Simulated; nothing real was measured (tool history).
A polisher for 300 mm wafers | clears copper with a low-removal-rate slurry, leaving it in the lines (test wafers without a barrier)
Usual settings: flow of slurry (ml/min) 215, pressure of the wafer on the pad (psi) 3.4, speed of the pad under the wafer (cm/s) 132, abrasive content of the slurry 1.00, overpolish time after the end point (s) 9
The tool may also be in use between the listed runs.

run   hour  flow of slurry (ml/min)  pressure of the wafer on the pad (psi)  speed of the pad under the wafer (cm/s)  abrasive content of the slurry  overpolish time after the end point (s)  wafers since the last listed run  wafers polished on this pad  hours since the slurry nozzle was cleaned  hours since the head pressure was calibrated  hours since the slurry blender was calibrated  incoming thickness of the incoming film, nm  time until the end point was called (s)  dishing of a wide line in a test structure (Å)
  1    0.0                      195                                     3.4                                      152                            1.00                                        9                                 0                          286                                      355.0                                        1308.6                                          247.2                                        542.5                                    100.4                                             332
  2    9.5                      195                                     3.4                                      152                            1.00                                        9                                59                          345                                      364.5                                        1318.1                                          256.7                                        537.9                                     99.9                                             346
  3   19.4                      195                                     3.4                                      152                            1.00                                        9                                62                          407                                      374.4                                        1328.0                                          266.6                                        531.0                                     99.3                                             343
      25.2  -- worn pad replaced by a new one
  4   27.5                      215                                     3.4                                      132                            0.80                                        9                                25                           14                                      382.5                                        1336.1                                          274.7                                        534.2                                    117.6                                             298
  5   44.1                      215                                     3.4                                      132                            0.80                                        9                               104                          118                                      399.1                                        1352.7                                          291.3                                        539.5                                    117.9                                             298
  6   58.8                      215                                     3.4                                      132                            0.80                                        9                                92                          210                                      413.8                                        1367.4                                          306.0                                        545.0                                    120.3                                             289
      94.7  -- head pressure recalibrated
     107.3  -- slurry nozzle cleaned
     108.6  -- worn pad replaced by a new one
  7  109.2                      215                                     4.2                                      132                            1.00                                        6                               289                            3                                        1.9                                          14.5                                          356.4                                        536.7                                     96.9                                             261
  8  122.8                      215                                     3.4                                      132                            1.20                                        9                                85                           89                                       15.5                                          28.1                                          370.0                                        537.7                                    109.3                                             315
  9  129.0                      215                                     3.4                                      132                            1.00                                        8                                38                          128                                       21.7                                          34.3                                          376.2                                        531.1                                    110.1                                             284
 10  139.5                      150                                     3.4                                      132                            1.15                                        9                                65                          193                                       32.2                                          44.8                                          386.7                                        539.5                                    115.1                                             294
 11  152.7                      215                                     4.1                                       92                            1.00                                        9                                82                          276                                       45.4                                          58.0                                          399.9                                        539.5                                    144.5                                             250
 12  159.5                      195                                     3.4                                      152                            1.00                                        9                                42                          319                                       52.2                                          64.8                                          406.7                                        545.0                                    100.9                                             344
     170.2  -- slurry blender recalibrated
 13  176.9                      215                                     3.4                                      132                            1.00                                        9                                96                          415                                       69.6                                          82.2                                            6.7                                        545.7                                    109.1                                             316
     189.5  -- worn pad replaced by a new one
 14  190.0                      215                                     2.4                                      132                            1.10                                        9                                57                            2                                       82.7                                          95.3                                           19.8                                        543.4                                    130.7                                             270

Run 15 comes next. What will it give?
 15  200.5                      180                                     2.4                                      150                            1.00                                       13                                65                           68                                       93.2                                         105.8                                           30.3                                        538.6                                        ?                                               ?

Run 15 gave time until the end point was called (s) 119.5, dishing of a wide line in a test structure (Å) 381.
Without the tool's hidden state the same run would have given time until the end point was called (s) 115.9, dishing of a wide line in a test structure (Å) 390.

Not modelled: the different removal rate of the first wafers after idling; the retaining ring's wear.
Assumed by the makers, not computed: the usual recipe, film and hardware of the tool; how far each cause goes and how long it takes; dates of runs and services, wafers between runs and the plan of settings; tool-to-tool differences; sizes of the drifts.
